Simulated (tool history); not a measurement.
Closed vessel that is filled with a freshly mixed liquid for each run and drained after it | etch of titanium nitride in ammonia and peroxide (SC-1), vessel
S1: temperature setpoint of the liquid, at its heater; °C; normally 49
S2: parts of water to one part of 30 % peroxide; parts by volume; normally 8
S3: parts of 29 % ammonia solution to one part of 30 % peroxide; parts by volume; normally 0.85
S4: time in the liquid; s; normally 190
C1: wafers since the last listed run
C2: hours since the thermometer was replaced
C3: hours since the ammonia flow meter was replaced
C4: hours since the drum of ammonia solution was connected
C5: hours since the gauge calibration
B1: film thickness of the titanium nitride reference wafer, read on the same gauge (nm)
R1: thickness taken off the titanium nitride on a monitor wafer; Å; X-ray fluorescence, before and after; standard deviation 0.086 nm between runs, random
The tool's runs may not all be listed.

run 1 hour=0 | S1=46 S2=8 S3=0.85 S4=190 | C1=0 C2=711.6 C3=144.8 C4=140.5 C5=996 | B1=150 | R1=107.9
run 2 hour=76 | S1=46 S2=8 S3=0.85 S4=190 | C1=4540 C2=787.6 C3=220.8 C4=216.5 C5=1072 | B1=149.98 | R1=108.2
run 3 hour=120 | S1=49 S2=8 S3=0.85 S4=165 | C1=2628 C2=831.6 C3=264.8 C4=260.5 C5=1116 | B1=150.01 | R1=116.4
-- hour=164.7 thermometer replaced
run 4 hour=192.5 | S1=49 S2=8 S3=0.85 S4=165 | C1=4271 C2=27.8 C3=337.3 C4=333 C5=1188.5 | B1=150 | R1=117.2
run 5 hour=255.8 | S1=54 S2=8 S3=0.85 S4=190 | C1=3781 C2=91.1 C3=400.6 C4=396.3 C5=1251.8 | B1=150 | R1=189.4
run 6 hour=295.8 | S1=54 S2=8 S3=0.85 S4=190 | C1=2389 C2=131.1 C3=440.6 C4=436.3 C5=1291.8 | B1=150 | R1=188.5
run 7 hour=372.3 | S1=54 S2=8 S3=0.85 S4=190 | C1=4570 C2=207.6 C3=517.1 C4=512.8 C5=1368.3 | B1=150.02 | R1=191.5
run 8 hour=461.7 | S1=45.5 S2=8 S3=0.65 S4=190 | C1=5341 C2=297 C3=606.5 C4=602.2 C5=1457.7 | B1=150.04 | R1=99.8
-- hour=463.9 new drum of ammonia solution connected
run 9 hour=500.7 | S1=45.5 S2=8 S3=0.65 S4=190 | C1=2270 C2=336 C3=645.5 C4=36.8 C5=1496.7 | B1=149.99 | R1=100
run 10 hour=564.1 | S1=45.5 S2=8 S3=0.65 S4=190 | C1=3787 C2=399.4 C3=708.9 C4=100.2 C5=1560.1 | B1=149.99 | R1=100.4
run 11 hour=655.8 | S1=49 S2=5 S3=1.2 S4=265 | C1=5478 C2=491.1 C3=800.6 C4=191.9 C5=1651.8 | B1=150 | R1=239.3
-- hour=725.4 ammonia flow meter replaced
run 12 hour=738.8 | S1=49 S2=12 S3=1.2 S4=190 | C1=4899 C2=574.1 C3=13.4 C4=274.9 C5=1734.8 | B1=149.98 | R1=116.6
-- hour=772.6 gauge calibrated
run 13 hour=821.3 | S1=49 S2=8 S3=0.85 S4=90 | C1=4929 C2=656.6 C3=95.9 C4=357.4 C5=48.7 | B1=150 | R1=62.6
run 14 hour=901.3 | S1=49 S2=8 S3=0.85 S4=190 | C1=4779 C2=736.6 C3=175.9 C4=437.4 C5=128.7 | B1=150.02 | R1=133.4
run 15 hour=981 | S1=49 S2=11.5 S3=1.1 S4=190 | C1=4761 C2=816.3 C3=255.6 C4=517.1 C5=208.4 | B1=150.01 | R1=116
-- hour=1004.9 thermometer replaced
-- hour=1161.4 new drum of ammonia solution connected
run 16 hour=1248.4 | S1=49 S2=8 S3=0.85 S4=190 | C1=15856 C2=243.5 C3=523 C4=87 C5=475.8 | B1=150.01 | R1=133.8
run 17 hour=1338.7 | S1=49 S2=8 S3=0.5 S4=260 | C1=5395 C2=333.8 C3=613.3 C4=177.3 C5=566.1 | B1=150 | R1=167.7
run 18 hour=1423.9 | S1=49 S2=11 S3=0.6 S4=190 | C1=5090 C2=419 C3=698.5 C4=262.5 C5=651.3 | B1=149.99 | R1=108.1
run 19 hour=1666.7 | S1=49 S2=8 S3=0.85 S4=190 | C1=14506 C2=661.8 C3=941.3 C4=505.3 C5=894.1 | B1=150 | R1=135.7
-- hour=1706.7 ammonia flow meter replaced
run 20 hour=1751.7 | S1=52.5 S2=5.5 S3=0.7 S4=160 | C1=5018 C2=746.8 C3=45 C4=590.3 C5=979.1 | B1=150 | R1=165.3

Alternative continuations, all from the tool just after run 20; predict every row:
run A hour=1752.4 | S1=49 S2=8 S3=0.85 S4=235 | C1=41 C2=747.5 C3=45.7 C4=591 C5=979.8 | B1=? | R1=?
run B hour=1752.4 | S1=43.5 S2=11.5 S3=0.85 S4=250 | C1=41 C2=747.5 C3=45.7 C4=591 C5=979.8 | B1=? | R1=?
run C hour=1752.4 | S1=56 S2=5 S3=0.65 S4=275 | C1=41 C2=747.5 C3=45.7 C4=591 C5=979.8 | B1=? | R1=?
run D hour=1752.4 | S1=49 S2=8 S3=0.65 S4=190 | C1=41 C2=747.5 C3=45.7 C4=591 C5=979.8 | B1=? | R1=?

run=A B1=149.99 R1=165
run=B B1=149.99 R1=98.8
run=C B1=149.99 R1=374.4
run=D B1=149.99 R1=128
Without the tool's hidden state the same runs would have given:
run=A R1=165
run=B R1=98.8
run=C R1=374.4
run=D R1=128
